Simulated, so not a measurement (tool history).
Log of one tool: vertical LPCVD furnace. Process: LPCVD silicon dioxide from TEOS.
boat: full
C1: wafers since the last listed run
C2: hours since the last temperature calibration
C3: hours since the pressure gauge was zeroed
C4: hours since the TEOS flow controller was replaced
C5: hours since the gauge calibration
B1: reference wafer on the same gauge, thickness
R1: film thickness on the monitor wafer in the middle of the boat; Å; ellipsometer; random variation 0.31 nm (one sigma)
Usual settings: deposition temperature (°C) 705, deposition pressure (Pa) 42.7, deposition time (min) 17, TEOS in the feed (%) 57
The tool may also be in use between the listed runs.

run 1 hour=0 | deposition_temperature_(°C)=705 deposition_pressure_(Pa)=42.7 deposition_time_(min)=17 TEOS_in_the_feed_(%)=57 | C1=0 C2=1322.3 C3=4362.8 C4=2866.2 C5=1451.9 | B1=114.04 | R1=1417.4
run 2 hour=76.9 | deposition_temperature_(°C)=705 deposition_pressure_(Pa)=42.7 deposition_time_(min)=17 TEOS_in_the_feed_(%)=57 | C1=724 C2=1399.2 C3=4439.7 C4=2943.1 C5=1528.8 | B1=114.1 | R1=1407.1
run 3 hour=173.6 | deposition_temperature_(°C)=705 deposition_pressure_(Pa)=42.7 deposition_time_(min)=17 TEOS_in_the_feed_(%)=57 | C1=911 C2=1495.9 C3=4536.4 C4=3039.8 C5=1625.5 | B1=114.09 | R1=1416.1
run 4 hour=427.2 | deposition_temperature_(°C)=705 deposition_pressure_(Pa)=42.7 deposition_time_(min)=17 TEOS_in_the_feed_(%)=57 | C1=2389 C2=1749.5 C3=4790 C4=3293.4 C5=1879.1 | B1=114.04 | R1=1417.1
run 5 hour=463.7 | deposition_temperature_(°C)=705 deposition_pressure_(Pa)=42.7 deposition_time_(min)=17 TEOS_in_the_feed_(%)=57 | C1=343 C2=1786 C3=4826.5 C4=3329.9 C5=1915.6 | B1=113.97 | R1=1420.6
run 6 hour=548.1 | deposition_temperature_(°C)=705 deposition_pressure_(Pa)=42.7 deposition_time_(min)=17 TEOS_in_the_feed_(%)=57 | C1=795 C2=1870.4 C3=4910.9 C4=3414.3 C5=2000 | B1=113.97 | R1=1414.1
run 7 hour=635.5 | deposition_temperature_(°C)=705 deposition_pressure_(Pa)=42.7 deposition_time_(min)=17 TEOS_in_the_feed_(%)=57 | C1=823 C2=1957.8 C3=4998.3 C4=3501.7 C5=2087.4 | B1=113.9 | R1=1419
run 8 hour=724.9 | deposition_temperature_(°C)=705 deposition_pressure_(Pa)=42.7 deposition_time_(min)=17 TEOS_in_the_feed_(%)=57 | C1=842 C2=2047.2 C3=5087.7 C4=3591.1 C5=2176.8 | B1=114.04 | R1=1414.3
-- hour=782.9 thermocouples replaced and temperature profile calibrated
-- hour=783.2 gauge calibrated
-- hour=817.1 TEOS flow controller replaced
run 9 hour=817.6 | deposition_temperature_(°C)=705 deposition_pressure_(Pa)=42.7 deposition_time_(min)=17 TEOS_in_the_feed_(%)=57 | C1=421 C2=34.7 C3=5180.4 C4=0.5 C5=34.4 | B1=114.07 | R1=1398.6
run 10 hour=847.9 | deposition_temperature_(°C)=705 deposition_pressure_(Pa)=42.7 deposition_time_(min)=17 TEOS_in_the_feed_(%)=57 | C1=285 C2=65 C3=5210.7 C4=30.8 C5=64.7 | B1=114.03 | R1=1397.3
-- hour=928.3 pressure gauge zeroed
run 11 hour=928.8 | deposition_temperature_(°C)=705 deposition_pressure_(Pa)=36.7 deposition_time_(min)=17 TEOS_in_the_feed_(%)=57 | C1=536 C2=145.9 C3=0.5 C4=111.7 C5=145.6 | B1=113.99 | R1=1267.7
run 12 hour=1000.2 | deposition_temperature_(°C)=705 deposition_pressure_(Pa)=42.7 deposition_time_(min)=17 TEOS_in_the_feed_(%)=57 | C1=672 C2=217.3 C3=71.9 C4=183.1 C5=217 | B1=113.88 | R1=1372.7
run 13 hour=1076.3 | deposition_temperature_(°C)=708 deposition_pressure_(Pa)=42.7 deposition_time_(min)=17 TEOS_in_the_feed_(%)=57 | C1=716 C2=293.4 C3=148 C4=259.2 C5=293.1 | B1=114.06 | R1=1470.8
run 14 hour=1171 | deposition_temperature_(°C)=708 deposition_pressure_(Pa)=42.7 deposition_time_(min)=17 TEOS_in_the_feed_(%)=57 | C1=892 C2=388.1 C3=242.7 C4=353.9 C5=387.8 | B1=113.9 | R1=1478.3
run 15 hour=1225.8 | deposition_temperature_(°C)=698 deposition_pressure_(Pa)=49.3 deposition_time_(min)=17 TEOS_in_the_feed_(%)=47 | C1=516 C2=442.9 C3=297.5 C4=408.7 C5=442.6 | B1=114.04 | R1=1150.8
run 16 hour=1296 | deposition_temperature_(°C)=700 deposition_pressure_(Pa)=38 deposition_time_(min)=13.5 TEOS_in_the_feed_(%)=51 | C1=661 C2=513.1 C3=367.7 C4=478.9 C5=512.8 | B1=113.92 | R1=872.9
run 17 hour=1394.6 | deposition_temperature_(°C)=700 deposition_pressure_(Pa)=38 deposition_time_(min)=13.5 TEOS_in_the_feed_(%)=51 | C1=928 C2=611.7 C3=466.3 C4=577.5 C5=611.4 | B1=113.95 | R1=875.3
run 18 hour=1480.5 | deposition_temperature_(°C)=700 deposition_pressure_(Pa)=39.3 deposition_time_(min)=21 TEOS_in_the_feed_(%)=61 | C1=809 C2=697.6 C3=552.2 C4=663.4 C5=697.3 | B1=113.94 | R1=1515.8
run 19 hour=1585.1 | deposition_temperature_(°C)=705 deposition_pressure_(Pa)=50 deposition_time_(min)=17 TEOS_in_the_feed_(%)=57 | C1=985 C2=802.2 C3=656.8 C4=768 C5=801.9 | B1=114.04 | R1=1505.6
run 20 hour=1655.3 | deposition_temperature_(°C)=717 deposition_pressure_(Pa)=42.7 deposition_time_(min)=19.5 TEOS_in_the_feed_(%)=57 | C1=661 C2=872.4 C3=727 C4=838.2 C5=872.1 | B1=113.95 | R1=2100.6
run 21 hour=1700.1 | deposition_temperature_(°C)=705 deposition_pressure_(Pa)=42.7 deposition_time_(min)=17 TEOS_in_the_feed_(%)=57 | C1=422 C2=917.2 C3=771.8 C4=883 C5=916.9 | B1=113.9 | R1=1397.9
run 22 hour=1743.3 | deposition_temperature_(°C)=705 deposition_pressure_(Pa)=51.3 deposition_time_(min)=17 TEOS_in_the_feed_(%)=66 | C1=407 C2=960.4 C3=815 C4=926.2 C5=960.1 | B1=114.02 | R1=1645
run 23 hour=1793.7 | deposition_temperature_(°C)=705 deposition_pressure_(Pa)=42.7 deposition_time_(min)=17 TEOS_in_the_feed_(%)=57 | C1=474 C2=1010.8 C3=865.4 C4=976.6 C5=1010.5 | B1=113.99 | R1=1390.3
run 24 hour=1874 | deposition_temperature_(°C)=705 deposition_pressure_(Pa)=36.7 deposition_time_(min)=17 TEOS_in_the_feed_(%)=57 | C1=756 C2=1091.1 C3=945.7 C4=1056.9 C5=1090.8 | B1=114.1 | R1=1299.4
run 25 hour=1980.6 | deposition_temperature_(°C)=709 deposition_pressure_(Pa)=38.7 deposition_time_(min)=24 TEOS_in_the_feed_(%)=50 | C1=1004 C2=1197.7 C3=1052.3 C4=1163.5 C5=1197.4 | B1=114.01 | R1=1930.5
run 26 hour=2087.1 | deposition_temperature_(°C)=695 deposition_pressure_(Pa)=42.7 deposition_time_(min)=17 TEOS_in_the_feed_(%)=57 | C1=1003 C2=1304.2 C3=1158.8 C4=1270 C5=1303.9 | B1=113.94 | R1=1109.3
run 27 hour=2184.8 | deposition_temperature_(°C)=701 deposition_pressure_(Pa)=49.3 deposition_time_(min)=17 TEOS_in_the_feed_(%)=57 | C1=920 C2=1401.9 C3=1256.5 C4=1367.7 C5=1401.6 | B1=113.96 | R1=1374.7
run 28 hour=2237.1 | deposition_temperature_(°C)=711 deposition_pressure_(Pa)=42.7 deposition_time_(min)=11.5 TEOS_in_the_feed_(%)=57 | C1=492 C2=1454.2 C3=1308.8 C4=1420 C5=1453.9 | B1=113.98 | R1=1090.6

4 ways to go on from here, each from the tool as it stands after run 28. What would each give?
run A hour=2241.8 | deposition_temperature_(°C)=705 deposition_pressure_(Pa)=42.7 deposition_time_(min)=17 TEOS_in_the_feed_(%)=57 | C1=44 C2=1458.9 C3=1313.5 C4=1424.7 C5=1458.6 | B1=? | R1=?
run B hour=2241.8 | deposition_temperature_(°C)=702 deposition_pressure_(Pa)=42.7 deposition_time_(min)=22.5 TEOS_in_the_feed_(%)=64 | C1=44 C2=1458.9 C3=1313.5 C4=1424.7 C5=1458.6 | B1=? | R1=?
run C hour=2241.8 | deposition_temperature_(°C)=705 deposition_pressure_(Pa)=42.7 deposition_time_(min)=11.5 TEOS_in_the_feed_(%)=52 | C1=44 C2=1458.9 C3=1313.5 C4=1424.7 C5=1458.6 | B1=? | R1=?
run D hour=2241.8 | deposition_temperature_(°C)=713 deposition_pressure_(Pa)=33.3 deposition_time_(min)=22.5 TEOS_in_the_feed_(%)=64 | C1=44 C2=1458.9 C3=1313.5 C4=1424.7 C5=1458.6 | B1=? | R1=?

run=A B1=114.11 R1=1399
run=B B1=114.11 R1=1830.9
run=C B1=114.11 R1=903.9
run=D B1=114.11 R1=2090.4
Without the tool's hidden state the same runs would have given:
run=A R1=1355.2
run=B R1=1773.4
run=C R1=875.6
run=D R1=2016.5
